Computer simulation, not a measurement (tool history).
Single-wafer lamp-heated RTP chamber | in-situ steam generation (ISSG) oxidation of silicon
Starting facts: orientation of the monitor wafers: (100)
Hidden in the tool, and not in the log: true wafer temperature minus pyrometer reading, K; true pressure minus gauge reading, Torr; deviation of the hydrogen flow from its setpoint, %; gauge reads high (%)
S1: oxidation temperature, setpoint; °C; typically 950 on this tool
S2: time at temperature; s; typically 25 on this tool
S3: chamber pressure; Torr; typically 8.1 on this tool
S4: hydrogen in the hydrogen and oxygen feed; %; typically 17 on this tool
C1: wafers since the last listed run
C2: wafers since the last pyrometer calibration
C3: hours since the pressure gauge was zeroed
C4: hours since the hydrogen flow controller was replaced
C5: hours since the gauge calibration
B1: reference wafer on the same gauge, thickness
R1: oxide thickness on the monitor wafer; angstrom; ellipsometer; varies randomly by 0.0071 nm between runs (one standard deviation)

run 1 day=0.000 | S1=950 S2=25 S3=8.1 S4=17 | C1=0 C2=6211 C3=3940.7 C4=3968.9 C5=45.7 | B1=5.289 | R1=48.76
run 2 day=0.433 | S1=950 S2=25 S3=8.1 S4=17 | C1=193 C2=6404 C3=3951.1 C4=3979.3 C5=56.1 | B1=5.288 | R1=48.85
run 3 day=1.108 | S1=950 S2=25 S3=8.1 S4=17 | C1=301 C2=6705 C3=3967.3 C4=3995.5 C5=72.3 | B1=5.292 | R1=49.08
run 4 day=1.608 | S1=950 S2=25 S3=8.6 S4=17 | C1=222 C2=6928 C3=3979.3 C4=4007.5 C5=84.3 | B1=5.290 | R1=48.94
-- day=2.050 hydrogen flow controller replaced
run 5 day=2.079 | S1=950 S2=25 S3=8.6 S4=17 | C1=61 C2=6989 C3=3990.6 C4=0.7 C5=95.6 | B1=5.291 | R1=49.03
-- day=2.375 gauge calibrated
run 6 day=2.571 | S1=950 S2=25 S3=8.6 S4=17 | C1=219 C2=7209 C3=4002.4 C4=12.5 C5=4.7 | B1=5.291 | R1=49.22
-- day=3.000 pressure gauge zeroed
run 7 day=3.017 | S1=950 S2=25 S3=8.1 S4=17 | C1=50 C2=7259 C3=0.4 C4=23.2 C5=15.4 | B1=5.291 | R1=49.31
run 8 day=3.604 | S1=956 S2=25 S3=6.9 S4=17 | C1=262 C2=7521 C3=14.5 C4=37.3 C5=29.5 | B1=5.290 | R1=50.25
-- day=4.467 pyrometer window cleaned and pyrometer calibrated
run 9 day=4.488 | S1=950 S2=25 S3=9.5 S4=17 | C1=245 C2=9 C3=35.7 C4=58.5 C5=50.7 | B1=5.291 | R1=47.34
run 10 day=4.608 | S1=950 S2=25 S3=8.1 S4=17 | C1=53 C2=63 C3=38.6 C4=61.4 C5=53.6 | B1=5.288 | R1=47.73
run 11 day=4.992 | S1=950 S2=25 S3=9.6 S4=11 | C1=170 C2=234 C3=47.8 C4=70.6 C5=62.8 | B1=5.289 | R1=43.41
run 12 day=5.312 | S1=941 S2=34 S3=9.4 S4=11 | C1=143 C2=377 C3=55.5 C4=78.3 C5=70.5 | B1=5.291 | R1=48.74
run 13 day=5.571 | S1=959 S2=32 S3=6.9 S4=17 | C1=115 C2=492 C3=61.7 C4=84.5 C5=76.7 | B1=5.290 | R1=54.70
-- day=6.208 gauge calibrated
run 14 day=6.246 | S1=950 S2=25 S3=8.1 S4=17 | C1=301 C2=793 C3=77.9 C4=100.7 C5=0.9 | B1=5.291 | R1=47.74
run 15 day=6.750 | S1=956 S2=28 S3=6.9 S4=26 | C1=224 C2=1018 C3=90.0 C4=112.8 C5=13.0 | B1=5.291 | R1=56.31

5 ways to go on from here, each from the tool as it stands after run 15. What would each give?
run A day=6.767 | S1=950 S2=25 S3=8.1 S4=17 | C1=7 C2=1026 C3=90.4 C4=113.2 C5=13.4 | B1=? | R1=?
run B day=6.767 | S1=958 S2=20 S3=7.3 S4=23 | C1=7 C2=1026 C3=90.4 C4=113.2 C5=13.4 | B1=? | R1=?
run C day=6.767 | S1=950 S2=25 S3=8.1 S4=11 | C1=7 C2=1026 C3=90.4 C4=113.2 C5=13.4 | B1=? | R1=?
run D day=6.767 | S1=950 S2=22 S3=8.1 S4=17 | C1=7 C2=1026 C3=90.4 C4=113.2 C5=13.4 | B1=? | R1=?
run E day=6.767 | S1=950 S2=16 S3=9.4 S4=22 | C1=7 C2=1026 C3=90.4 C4=113.2 C5=13.4 | B1=? | R1=?

run=A B1=5.290 R1=47.76
run=B B1=5.290 R1=47.69
run=C B1=5.290 R1=43.68
run=D B1=5.290 R1=45.20
run=E B1=5.290 R1=41.59
The same runs, with their run-to-run variation unchanged, on a tool lacking any hidden condition would have given:
run=A R1=47.61
run=B R1=47.54
run=C R1=43.55
run=D R1=45.06
run=E R1=41.48
